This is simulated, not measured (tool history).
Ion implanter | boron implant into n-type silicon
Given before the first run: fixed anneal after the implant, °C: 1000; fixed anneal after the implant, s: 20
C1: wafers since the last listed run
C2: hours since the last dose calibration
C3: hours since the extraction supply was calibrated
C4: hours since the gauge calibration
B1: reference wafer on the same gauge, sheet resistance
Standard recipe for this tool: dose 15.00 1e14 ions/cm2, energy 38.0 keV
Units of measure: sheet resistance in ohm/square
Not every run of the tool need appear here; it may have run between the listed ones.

run 1 hour=0.0 | dose=15.00 energy=45.5 | C1=0 C2=1635.3 C3=3518.0 C4=106.9 | B1=100.47 | sheet_resistance=84.98
run 2 hour=42.0 | dose=15.00 energy=45.5 | C1=1193 C2=1677.3 C3=3560.0 C4=148.9 | B1=100.84 | sheet_resistance=84.61
run 3 hour=105.6 | dose=15.00 energy=45.5 | C1=1806 C2=1740.9 C3=3623.6 C4=212.5 | B1=101.19 | sheet_resistance=84.92
run 4 hour=168.8 | dose=15.00 energy=38.0 | C1=1795 C2=1804.1 C3=3686.8 C4=275.7 | B1=101.10 | sheet_resistance=86.09
run 5 hour=218.2 | dose=13.43 energy=38.0 | C1=1403 C2=1853.5 C3=3736.2 C4=325.1 | B1=101.52 | sheet_resistance=95.05
run 6 hour=263.1 | dose=15.00 energy=38.0 | C1=1275 C2=1898.4 C3=3781.1 C4=370.0 | B1=101.36 | sheet_resistance=86.24
run 7 hour=298.2 | dose=15.00 energy=38.0 | C1=997 C2=1933.5 C3=3816.2 C4=405.1 | B1=101.40 | sheet_resistance=86.11
run 8 hour=359.5 | dose=15.00 energy=38.0 | C1=1741 C2=1994.8 C3=3877.5 C4=466.4 | B1=101.61 | sheet_resistance=86.55
run 9 hour=418.6 | dose=15.00 energy=38.0 | C1=1679 C2=2053.9 C3=3936.6 C4=525.5 | B1=101.59 | sheet_resistance=86.65
run 10 hour=463.1 | dose=15.00 energy=38.0 | C1=1264 C2=2098.4 C3=3981.1 C4=570.0 | B1=101.70 | sheet_resistance=86.22
run 11 hour=513.7 | dose=16.44 energy=38.0 | C1=1437 C2=2149.0 C3=4031.7 C4=620.6 | B1=101.68 | sheet_resistance=81.42
-- hour=548.1 extraction supply calibrated
run 12 hour=555.9 | dose=16.44 energy=38.0 | C1=971 C2=2191.2 C3=7.8 C4=662.8 | B1=101.80 | sheet_resistance=80.70
run 13 hour=617.1 | dose=12.68 energy=26.0 | C1=1738 C2=2252.4 C3=69.0 C4=724.0 | B1=101.68 | sheet_resistance=102.07
-- hour=673.9 gauge calibrated
run 14 hour=679.6 | dose=12.33 energy=44.0 | C1=1775 C2=2314.9 C3=131.5 C4=5.7 | B1=99.23 | sheet_resistance=97.84
run 15 hour=735.0 | dose=17.50 energy=47.0 | C1=1573 C2=2370.3 C3=186.9 C4=61.1 | B1=99.71 | sheet_resistance=74.33
run 16 hour=759.8 | dose=15.00 energy=38.0 | C1=704 C2=2395.1 C3=211.7 C4=85.9 | B1=99.64 | sheet_resistance=85.79
run 17 hour=829.6 | dose=13.30 energy=48.0 | C1=1983 C2=2464.9 C3=281.5 C4=155.7 | B1=100.17 | sheet_resistance=92.95
-- hour=847.5 Faraday cup replaced and dose calibrated
run 18 hour=866.4 | dose=15.00 energy=38.0 | C1=818 C2=18.9 C3=318.3 C4=192.5 | B1=100.41 | sheet_resistance=85.76
run 19 hour=927.9 | dose=15.00 energy=26.5 | C1=1747 C2=80.4 C3=379.8 C4=254.0 | B1=100.47 | sheet_resistance=88.63
run 20 hour=952.1 | dose=15.00 energy=38.0 | C1=687 C2=104.6 C3=404.0 C4=278.2 | B1=100.65 | sheet_resistance=85.86
run 21 hour=1023.5 | dose=18.79 energy=38.0 | C1=2028 C2=176.0 C3=475.4 C4=349.6 | B1=100.75 | sheet_resistance=72.72
run 22 hour=1059.9 | dose=11.56 energy=42.5 | C1=1034 C2=212.4 C3=511.8 C4=386.0 | B1=100.71 | sheet_resistance=105.94
run 23 hour=1110.4 | dose=18.27 energy=48.5 | C1=1434 C2=262.9 C3=562.3 C4=436.5 | B1=101.01 | sheet_resistance=72.71
run 24 hour=1149.4 | dose=12.96 energy=43.0 | C1=1108 C2=301.9 C3=601.3 C4=475.5 | B1=100.92 | sheet_resistance=96.08

For some of the steps in sheet resistance from one run to the next: how much would appear even if the tool had no hidden state, given the settings, what came in and random variation, and how much remains for the hidden state plus any gauge scatter that the measured result and the result without hidden state don't share?
What the log doesn't record here: deviation of the true dose from the Faraday cup's reading, %; deviation of the true energy from its setpoint, %; gauge reads high (%).
Run 12 -> 13: dose 16.44 -> 12.68, energy 38.0 -> 26.0. sheet resistance +21.37 ohm/square: hidden state +0.51, all else +20.86.
Run 13 -> 14: dose 12.68 -> 12.33, energy 26.0 -> 44.0, gauge calibrated. sheet resistance -4.23 ohm/square: hidden state -2.55, all else -1.68.
Run 21 -> 22: dose 18.79 -> 11.56, energy 38.0 -> 42.5. sheet resistance +33.22 ohm/square: hidden state +0.49, all else +32.73.
Run 22 -> 23: dose 11.56 -> 18.27, energy 42.5 -> 48.5. sheet resistance -33.23 ohm/square: hidden state -0.38, all else -32.85.

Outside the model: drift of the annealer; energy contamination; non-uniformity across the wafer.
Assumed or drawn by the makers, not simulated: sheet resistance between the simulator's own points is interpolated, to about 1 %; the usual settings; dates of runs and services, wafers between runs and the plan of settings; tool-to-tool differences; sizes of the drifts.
